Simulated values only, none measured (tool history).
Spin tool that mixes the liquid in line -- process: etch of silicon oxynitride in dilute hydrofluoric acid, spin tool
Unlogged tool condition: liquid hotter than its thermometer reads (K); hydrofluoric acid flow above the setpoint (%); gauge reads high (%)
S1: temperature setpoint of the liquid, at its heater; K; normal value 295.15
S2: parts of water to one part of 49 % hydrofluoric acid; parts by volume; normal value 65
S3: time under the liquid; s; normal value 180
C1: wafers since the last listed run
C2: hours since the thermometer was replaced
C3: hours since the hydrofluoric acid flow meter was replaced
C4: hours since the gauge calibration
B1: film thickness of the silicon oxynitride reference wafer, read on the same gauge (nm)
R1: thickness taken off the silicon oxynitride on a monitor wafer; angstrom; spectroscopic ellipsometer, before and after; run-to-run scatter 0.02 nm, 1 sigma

run	hour	S1	S2	S3	C1	C2	C3	C4	B1	R1
1	0.0	295.15	65	260	0	1791.0	2405.2	127.0	40.01	82.6
2	23.8	295.15	65	260	204	1814.8	2429.0	150.8	39.96	82.9
3	46.4	295.15	65	260	193	1837.4	2451.6	173.4	40.02	82.9
4	59.9	295.15	65	180	115	1850.9	2465.1	186.9	40.00	57.9
5	91.0	295.15	65	180	266	1882.0	2496.2	218.0	40.01	57.6
6	106.0	295.15	65	180	128	1897.0	2511.2	233.0	39.98	58.3
7	119.3	295.15	65	180	114	1910.3	2524.5	246.3	40.01	58.2
8	133.2	295.15	65	180	119	1924.2	2538.4	260.2	39.99	58.4
9	162.2	295.15	65	180	248	1953.2	2567.4	289.2	40.01	58.5
10	177.3	295.15	65	180	129	1968.3	2582.5	304.3	39.99	58.6
11	213.3	292.15	75	180	308	2004.3	2618.5	340.3	39.97	43.6
# hour 220.1: gauge calibrated
12	231.0	290.15	45	145	151	2022.0	2636.2	10.9	39.96	54.4
# hour 239.8: hydrofluoric acid flow meter replaced
# hour 241.7: thermometer replaced
13	264.4	295.15	40	180	269	22.7	24.6	44.3	40.02	75.7
14	293.8	295.15	65	180	252	52.1	54.0	73.7	39.96	46.1
15	329.0	295.15	65	180	301	87.3	89.2	108.9	40.01	46.2
16	353.3	291.65	75	180	208	111.6	113.5	133.2	39.97	33.3
17	373.3	298.15	75	280	171	131.6	133.5	153.2	40.00	71.6
18	392.8	297.15	65	210	167	151.1	153.0	172.7	39.98	59.8
19	411.9	298.15	75	280	163	170.2	172.1	191.8	40.01	72.4
20	445.1	300.15	90	180	284	203.4	205.3	225.0	39.98	42.1

Measured minus without-hidden-state, run by run (identical run-to-run variation in each term; gauge scatter may differ):
run	R1
1	+17.6
2	+17.9
3	+18.0
4	+12.6
5	+12.7
6	+13.0
7	+13.0
8	+13.1
9	+13.2
10	+13.4
11	+10.2
12	+12.8
13	+1.1
14	+0.8
15	+1.0
16	+0.8
17	+2.0
18	+1.7
19	+2.2
20	+1.5
